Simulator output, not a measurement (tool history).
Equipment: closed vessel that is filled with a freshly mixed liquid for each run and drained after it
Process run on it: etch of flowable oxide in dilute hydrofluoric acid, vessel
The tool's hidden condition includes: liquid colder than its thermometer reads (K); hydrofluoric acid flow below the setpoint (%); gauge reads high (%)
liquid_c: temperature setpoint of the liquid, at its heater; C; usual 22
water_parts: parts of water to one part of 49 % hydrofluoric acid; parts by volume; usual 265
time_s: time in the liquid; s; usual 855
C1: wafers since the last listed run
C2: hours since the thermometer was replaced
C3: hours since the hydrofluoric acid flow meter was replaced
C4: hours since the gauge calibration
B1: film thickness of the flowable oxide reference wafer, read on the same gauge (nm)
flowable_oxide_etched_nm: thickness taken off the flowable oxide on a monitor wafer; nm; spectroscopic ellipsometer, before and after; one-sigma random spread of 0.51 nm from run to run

Run 1, day 0: usual settings; C1 0; C2 2519.1; C3 608.5; C4 273; B1 60.04. Result: flowable_oxide_etched_nm 48.09 nm.
Run 2, day 1.179: usual settings; C1 1769; C2 2547.4; C3 636.8; C4 301.3; B1 60. Result: flowable_oxide_etched_nm 47.61 nm.
Run 3, day 2.3: usual settings; C1 1682; C2 2574.3; C3 663.7; C4 328.2; B1 60.05. Result: flowable_oxide_etched_nm 49.01 nm.
Run 4, day 3.721: usual settings but time_s 1150 s; C1 2132; C2 2608.4; C3 697.8; C4 362.3; B1 59.99. Result: flowable_oxide_etched_nm 66 nm.
Run 5, day 5.167: usual settings but time_s 1150 s; C1 2169; C2 2643.1; C3 732.5; C4 397; B1 60. Result: flowable_oxide_etched_nm 65.37 nm.
Run 6, day 5.683: usual settings; C1 775; C2 2655.5; C3 744.9; C4 409.4; B1 59.98. Result: flowable_oxide_etched_nm 48.3 nm.
Run 7, day 7.346: usual settings; C1 2495; C2 2695.4; C3 784.8; C4 449.3; B1 59.97. Result: flowable_oxide_etched_nm 48.64 nm.
Run 8, day 8.354: usual settings; C1 1513; C2 2719.6; C3 809; C4 473.5; B1 60.01. Result: flowable_oxide_etched_nm 48.27 nm.
Run 9, day 9.712: usual settings; C1 2038; C2 2752.2; C3 841.6; C4 506.1; B1 59.98. Result: flowable_oxide_etched_nm 48.87 nm.
Run 10, day 10.508: usual settings; C1 1194; C2 2771.3; C3 860.7; C4 525.2; B1 60.04. Result: flowable_oxide_etched_nm 48.84 nm.
Run 11, day 11.338: usual settings; C1 1244; C2 2791.2; C3 880.6; C4 545.1; B1 60.02. Result: flowable_oxide_etched_nm 47.92 nm.
Run 12, day 12.279: usual settings; C1 1413; C2 2813.8; C3 903.2; C4 567.7; B1 59.95. Result: flowable_oxide_etched_nm 47.53 nm.
Run 13, day 14.662: usual settings but time_s 535 s; C1 3576; C2 2871; C3 960.4; C4 624.9; B1 60.04. Result: flowable_oxide_etched_nm 30.09 nm.
Run 14, day 15.467: usual settings but time_s 405 s; C1 1206; C2 2890.3; C3 979.7; C4 644.2; B1 60.01. Result: flowable_oxide_etched_nm 22.32 nm.
Run 15, day 16.146: usual settings but water_parts 375 parts by volume, time_s 1315 s; C1 1019; C2 2906.6; C3 996; C4 660.5; B1 60. Result: flowable_oxide_etched_nm 46.81 nm.
At day 16.412: thermometer replaced.
Run 16, day 16.925: usual settings but liquid_c 18 C, water_parts 380 parts by volume, time_s 420 s; C1 1106; C2 12.3; C3 1014.7; C4 679.2; B1 60. Result: flowable_oxide_etched_nm 14.3 nm.
Run 17, day 18.258: usual settings; C1 2001; C2 44.3; C3 1046.7; C4 711.2; B1 60.04. Result: flowable_oxide_etched_nm 52.65 nm.
Run 18, day 19.008: usual settings but time_s 1020 s; C1 1125; C2 62.3; C3 1064.7; C4 729.2; B1 59.97. Result: flowable_oxide_etched_nm 63.27 nm.
Run 19, day 20.371: usual settings but liquid_c 17.5 C, water_parts 330 parts by volume, time_s 1115 s; C1 2044; C2 95; C3 1097.4; C4 761.9; B1 59.97. Result: flowable_oxide_etched_nm 43.86 nm.
Run 20, day 21.792: usual settings but liquid_c 20 C, water_parts 365 parts by volume, time_s 1270 s; C1 2132; C2 129.1; C3 1131.5; C4 796; B1 60.03. Result: flowable_oxide_etched_nm 48.64 nm.
At day 21.871: hydrofluoric acid flow meter replaced.
At day 22.038: gauge calibrated.
Run 21, day 22.512: usual settings but liquid_c 20 C; C1 1019; C2 146.4; C3 15.4; C4 11.4; B1 60.02. Result: flowable_oxide_etched_nm 48.26 nm.
Run 22, day 23.1: usual settings but water_parts 210 parts by volume; C1 881; C2 160.5; C3 29.5; C4 25.5; B1 59.95. Result: flowable_oxide_etched_nm 70.83 nm.
Run 23, day 23.717: usual settings but liquid_c 18 C, water_parts 325 parts by volume; C1 925; C2 175.3; C3 44.3; C4 40.3; B1 60. Result: flowable_oxide_etched_nm 35.72 nm.
Run 24, day 24.675: usual settings but liquid_c 26 C, water_parts 330 parts by volume, time_s 1295 s; C1 1438; C2 198.3; C3 67.3; C4 63.3; B1 60.02. Result: flowable_oxide_etched_nm 68.88 nm.
Run 25, day 25.754: usual settings but liquid_c 17 C, water_parts 315 parts by volume; C1 1619; C2 224.2; C3 93.2; C4 89.2; B1 60.05. Result: flowable_oxide_etched_nm 35.29 nm.
Run 26, day 26.35: usual settings but liquid_c 18 C, water_parts 325 parts by volume; C1 894; C2 238.5; C3 107.5; C4 103.5; B1 59.98. Result: flowable_oxide_etched_nm 34.85 nm.
Run 27, day 27.567: usual settings but liquid_c 17 C, water_parts 330 parts by volume, time_s 1345 s; C1 1826; C2 267.7; C3 136.7; C4 132.7; B1 59.96. Result: flowable_oxide_etched_nm 53.31 nm.
Run 28, day 28.142: usual settings but liquid_c 19 C, water_parts 165 parts by volume; C1 862; C2 281.5; C3 150.5; C4 146.5; B1 60.03. Result: flowable_oxide_etched_nm 82.9 nm.
Run 29, day 32.292: usual settings but liquid_c 19.5 C, time_s 350 s; C1 6228; C2 381.1; C3 250.1; C4 246.1; B1 59.99. Result: flowable_oxide_etched_nm 19.54 nm.
Run 30, day 33.062: usual settings but liquid_c 17.5 C, water_parts 330 parts by volume, time_s 1115 s; C1 1156; C2 399.6; C3 268.6; C4 264.6; B1 60. Result: flowable_oxide_etched_nm 43.72 nm.
Run 31, day 34.504: usual settings but liquid_c 19 C, water_parts 180 parts by volume, time_s 1150 s; C1 2163; C2 434.2; C3 303.2; C4 299.2; B1 60.03. Result: flowable_oxide_etched_nm 99.99 nm.
Run 32, day 35.9: usual settings but liquid_c 18.5 C, water_parts 200 parts by volume, time_s 1150 s; C1 2094; C2 467.7; C3 336.7; C4 332.7; B1 60.01. Result: flowable_oxide_etched_nm 87.5 nm.

Alternative continuations, all from the tool just after run 32; predict every row:
Run A, day 35.938: usual settings but water_parts 340 parts by volume; C1 56; C2 468.6; C3 337.6; C4 333.6; B1 ?. Result: flowable_oxide_etched_nm ?.
Run B, day 35.938: usual settings but water_parts 305 parts by volume, time_s 480 s; C1 56; C2 468.6; C3 337.6; C4 333.6; B1 ?. Result: flowable_oxide_etched_nm ?.
Run C, day 35.938: usual settings but liquid_c 19 C, water_parts 360 parts by volume, time_s 385 s; C1 56; C2 468.6; C3 337.6; C4 333.6; B1 ?. Result: flowable_oxide_etched_nm ?.
Run D, day 35.938: usual settings but liquid_c 17.5 C, water_parts 160 parts by volume; C1 56; C2 468.6; C3 337.6; C4 333.6; B1 ?. Result: flowable_oxide_etched_nm ?.
Run E, day 35.938: usual settings but liquid_c 19.5 C, water_parts 160 parts by volume, time_s 1290 s; C1 56; C2 468.6; C3 337.6; C4 333.6; B1 ?. Result: flowable_oxide_etched_nm ?.

run     B1  flowable_oxide_etched_nm
  A  59.98                     38.15
  B  59.98                     24.64
  C  59.98                     14.34
  D  59.98                     80.69
  E  59.98                    131.97
Without the tool's hidden state the same runs would have given:
run  flowable_oxide_etched_nm
  A                     38.81
  B                     25.08
  C                     14.59
  D                     82.31
  E                    134.57
